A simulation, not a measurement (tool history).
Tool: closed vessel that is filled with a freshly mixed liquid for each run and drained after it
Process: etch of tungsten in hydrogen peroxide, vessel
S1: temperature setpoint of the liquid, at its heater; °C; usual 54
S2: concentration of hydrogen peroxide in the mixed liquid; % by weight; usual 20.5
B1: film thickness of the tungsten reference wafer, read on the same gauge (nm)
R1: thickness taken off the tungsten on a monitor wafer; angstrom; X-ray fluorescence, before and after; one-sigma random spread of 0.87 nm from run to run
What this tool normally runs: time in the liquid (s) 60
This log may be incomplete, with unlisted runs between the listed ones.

run 1 hour=0 | S1=54 S2=20.5 time_in_the_liquid_(s)=60 | B1=80 | R1=1449.5
run 2 hour=107.5 | S1=54 S2=20.5 time_in_the_liquid_(s)=60 | B1=79.99 | R1=1452.6
run 3 hour=144.9 | S1=50 S2=17.5 time_in_the_liquid_(s)=60 | B1=80.01 | R1=1036.8
run 4 hour=200.8 | S1=50 S2=17.5 time_in_the_liquid_(s)=60 | B1=80 | R1=1048.3
run 5 hour=260.2 | S1=54 S2=19.5 time_in_the_liquid_(s)=60 | B1=80.02 | R1=1393.5
run 6 hour=424.4 | S1=54 S2=20.5 time_in_the_liquid_(s)=60 | B1=79.98 | R1=1437.2
run 7 hour=518.1 | S1=54 S2=20.5 time_in_the_liquid_(s)=60 | B1=80.01 | R1=1426.4
-- hour=528.8 gauge calibrated
run 8 hour=611.2 | S1=54 S2=20.5 time_in_the_liquid_(s)=60 | B1=80.01 | R1=1415.7
run 9 hour=695.8 | S1=54 S2=25 time_in_the_liquid_(s)=40 | B1=79.98 | R1=1041.3
-- hour=704.7 thermometer replaced
run 10 hour=803.7 | S1=54 S2=20.5 time_in_the_liquid_(s)=50 | B1=79.98 | R1=1254.1
run 11 hour=869 | S1=59.5 S2=17 time_in_the_liquid_(s)=35 | B1=80 | R1=1106.4
run 12 hour=906.2 | S1=54 S2=20.5 time_in_the_liquid_(s)=60 | B1=80 | R1=1508.7
-- hour=969.2 peroxide flow meter replaced
run 13 hour=979.9 | S1=62.5 S2=23 time_in_the_liquid_(s)=30 | B1=79.97 | R1=1301.5
-- hour=1055.8 new drum of peroxide connected
run 14 hour=1065.7 | S1=48 S2=25.5 time_in_the_liquid_(s)=60 | B1=80.02 | R1=1170.3
run 15 hour=1225.8 | S1=54 S2=23.5 time_in_the_liquid_(s)=60 | B1=80.01 | R1=1605
run 16 hour=1326 | S1=47 S2=19 time_in_the_liquid_(s)=40 | B1=80 | R1=618.8
run 17 hour=1422.4 | S1=54 S2=20.5 time_in_the_liquid_(s)=60 | B1=80 | R1=1480
run 18 hour=1479.7 | S1=58.5 S2=15.5 time_in_the_liquid_(s)=60 | B1=79.97 | R1=1680.8
-- hour=1567.3 gauge calibrated
run 19 hour=1580.3 | S1=50 S2=20.5 time_in_the_liquid_(s)=60 | B1=79.97 | R1=1163.6
run 20 hour=1650.9 | S1=64 S2=24 time_in_the_liquid_(s)=35 | B1=80.03 | R1=1667.7
run 21 hour=1714.4 | S1=49 S2=18.5 time_in_the_liquid_(s)=60 | B1=80.01 | R1=1032.8

Predict each of these 5 candidate next runs independently; none follows another, all start after run 21:
run A hour=1715.1 | S1=54 S2=20.5 time_in_the_liquid_(s)=60 | B1=? | R1=?
run B hour=1715.1 | S1=54 S2=17 time_in_the_liquid_(s)=60 | B1=? | R1=?
run C hour=1715.1 | S1=54 S2=17.5 time_in_the_liquid_(s)=85 | B1=? | R1=?
run D hour=1715.1 | S1=63.5 S2=25 time_in_the_liquid_(s)=85 | B1=? | R1=?
run E hour=1715.1 | S1=59.5 S2=26 time_in_the_liquid_(s)=45 | B1=? | R1=?

run=A B1=79.99 R1=1486.7
run=B B1=79.99 R1=1353.8
run=C B1=79.99 R1=1945.9
run=D B1=79.99 R1=4040.2
run=E B1=79.99 R1=1735.4
Had the tool no hidden state, the same runs would have come out as:
run=A R1=1532.6
run=B R1=1395.7
run=C R1=2006.1
run=D R1=4158.1
run=E R1=1787.3

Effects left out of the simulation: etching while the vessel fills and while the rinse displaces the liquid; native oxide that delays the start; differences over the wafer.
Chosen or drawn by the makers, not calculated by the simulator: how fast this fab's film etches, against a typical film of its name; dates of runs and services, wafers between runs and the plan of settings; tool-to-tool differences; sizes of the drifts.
